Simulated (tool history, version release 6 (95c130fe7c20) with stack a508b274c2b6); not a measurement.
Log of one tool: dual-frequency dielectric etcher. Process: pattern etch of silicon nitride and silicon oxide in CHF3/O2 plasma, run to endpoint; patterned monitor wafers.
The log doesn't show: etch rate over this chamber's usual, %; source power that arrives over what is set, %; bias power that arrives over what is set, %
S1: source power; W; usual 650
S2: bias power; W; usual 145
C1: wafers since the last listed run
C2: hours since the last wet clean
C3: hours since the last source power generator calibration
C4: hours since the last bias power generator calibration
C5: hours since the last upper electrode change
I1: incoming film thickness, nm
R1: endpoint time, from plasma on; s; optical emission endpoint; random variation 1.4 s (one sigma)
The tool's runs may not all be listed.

run 1 hour=0.0 | S1=650 S2=145 | C1=0 C2=395.0 C3=3779.9 C4=2546.3 C5=2133.7 | I1=272.4 | R1=193.5
-- hour=17.2 wet clean of the chamber
run 2 hour=32.2 | S1=650 S2=145 | C1=147 C2=15.0 C3=3812.1 C4=2578.5 C5=2165.9 | I1=274.2 | R1=185.5
run 3 hour=58.8 | S1=650 S2=129 | C1=261 C2=41.6 C3=3838.7 C4=2605.1 C5=2192.5 | I1=272.5 | R1=187.9
run 4 hour=72.6 | S1=650 S2=145 | C1=135 C2=55.4 C3=3852.5 C4=2618.9 C5=2206.3 | I1=272.1 | R1=180.2
run 5 hour=98.5 | S1=650 S2=145 | C1=254 C2=81.3 C3=3878.4 C4=2644.8 C5=2232.2 | I1=271.3 | R1=184.0
run 6 hour=132.8 | S1=650 S2=145 | C1=337 C2=115.6 C3=3912.7 C4=2679.1 C5=2266.5 | I1=271.0 | R1=183.1
run 7 hour=152.3 | S1=650 S2=145 | C1=191 C2=135.1 C3=3932.2 C4=2698.6 C5=2286.0 | I1=273.5 | R1=187.0
run 8 hour=180.8 | S1=650 S2=145 | C1=280 C2=163.6 C3=3960.7 C4=2727.1 C5=2314.5 | I1=272.0 | R1=186.4
run 9 hour=204.0 | S1=650 S2=145 | C1=228 C2=186.8 C3=3983.9 C4=2750.3 C5=2337.7 | I1=270.8 | R1=185.7
-- hour=221.4 source power generator calibrated
run 10 hour=237.0 | S1=650 S2=120 | C1=285 C2=219.8 C3=15.6 C4=2783.3 C5=2370.7 | I1=272.1 | R1=200.0
run 11 hour=260.4 | S1=650 S2=120 | C1=230 C2=243.2 C3=39.0 C4=2806.7 C5=2394.1 | I1=270.3 | R1=200.1
run 12 hour=277.1 | S1=650 S2=120 | C1=164 C2=259.9 C3=55.7 C4=2823.4 C5=2410.8 | I1=273.1 | R1=198.7
-- hour=341.2 bias power generator calibrated
-- hour=399.9 wet clean of the chamber
-- hour=416.3 upper electrode replaced
run 13 hour=416.8 | S1=650 S2=145 | C1=937 C2=16.9 C3=195.4 C4=75.6 C5=0.5 | I1=272.0 | R1=182.9
run 14 hour=417.2 | S1=740 S2=131 | C1=3 C2=17.3 C3=195.8 C4=76.0 C5=0.9 | I1=274.7 | R1=178.5
run 15 hour=422.1 | S1=650 S2=132 | C1=48 C2=22.2 C3=200.7 C4=80.9 C5=5.8 | I1=273.4 | R1=188.8
run 16 hour=450.2 | S1=530 S2=172 | C1=276 C2=50.3 C3=228.8 C4=109.0 C5=33.9 | I1=270.7 | R1=192.3
run 17 hour=477.6 | S1=740 S2=128 | C1=269 C2=77.7 C3=256.2 C4=136.4 C5=61.3 | I1=270.2 | R1=178.6
run 18 hour=496.0 | S1=650 S2=145 | C1=181 C2=96.1 C3=274.6 C4=154.8 C5=79.7 | I1=270.0 | R1=186.0
run 19 hour=520.8 | S1=490 S2=122 | C1=244 C2=120.9 C3=299.4 C4=179.6 C5=104.5 | I1=274.3 | R1=233.9
run 20 hour=534.3 | S1=650 S2=125 | C1=132 C2=134.4 C3=312.9 C4=193.1 C5=118.0 | I1=271.3 | R1=194.5
run 21 hour=565.4 | S1=520 S2=145 | C1=305 C2=165.5 C3=344.0 C4=224.2 C5=149.1 | I1=273.2 | R1=211.6
run 22 hour=600.9 | S1=520 S2=145 | C1=349 C2=201.0 C3=379.5 C4=259.7 C5=184.6 | I1=270.0 | R1=211.0
run 23 hour=618.3 | S1=780 S2=132 | C1=171 C2=218.4 C3=396.9 C4=277.1 C5=202.0 | I1=272.8 | R1=175.1
run 24 hour=654.0 | S1=650 S2=145 | C1=351 C2=254.1 C3=432.6 C4=312.8 C5=237.7 | I1=271.3 | R1=190.5

The next listed run, before its measurement:
run 25 hour=670.9 | S1=650 S2=131 | C1=166 C2=271.0 C3=449.5 C4=329.7 C5=254.6 | I1=272.5 | R1=?

Run 25 gave R1 195.7 s.
Without the tool's hidden state the same run would have given R1 186.9 s.
